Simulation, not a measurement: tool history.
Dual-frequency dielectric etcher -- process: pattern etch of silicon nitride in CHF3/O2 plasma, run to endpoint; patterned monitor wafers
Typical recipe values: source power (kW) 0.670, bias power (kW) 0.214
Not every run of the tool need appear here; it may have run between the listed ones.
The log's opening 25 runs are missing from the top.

run,hour,source power (kW),bias power (kW),"incoming incoming film thickness, nm",endpoint time (s)
# hour 1889.5: wet clean of the chamber
# hour 1985.9: upper electrode replaced
26,2016.3,0.800,0.193,57.0,30.2
27,2083.7,0.740,0.188,56.9,31.7
28,2138.8,0.730,0.214,56.7,30.9
29,2200.8,0.600,0.195,56.4,35.8
30,2281.8,0.670,0.264,56.4,30.6
31,2342.1,0.770,0.177,57.0,31.8
# hour 2524.4: bias power generator calibrated
# hour 2563.4: wet clean of the chamber
32,2582.2,0.800,0.174,57.1,30.9
33,2631.4,0.830,0.182,56.6,29.9
34,2670.5,0.840,0.256,56.5,27.0
35,2708.2,0.670,0.214,56.8,32.1

Forecast each of these 4 alternatives for the next run:
A,2708.6,0.670,0.187,57.0,?
B,2708.6,0.750,0.196,57.0,?
C,2708.6,0.730,0.258,57.0,?
D,2708.6,0.830,0.253,57.0,?

run,endpoint time (s)
A,33.5
B,31.0
C,29.3
D,27.4
What these runs would have given with no unlogged condition in the tool:
run,endpoint time (s)
A,34.1
B,31.5
C,29.8
D,27.9
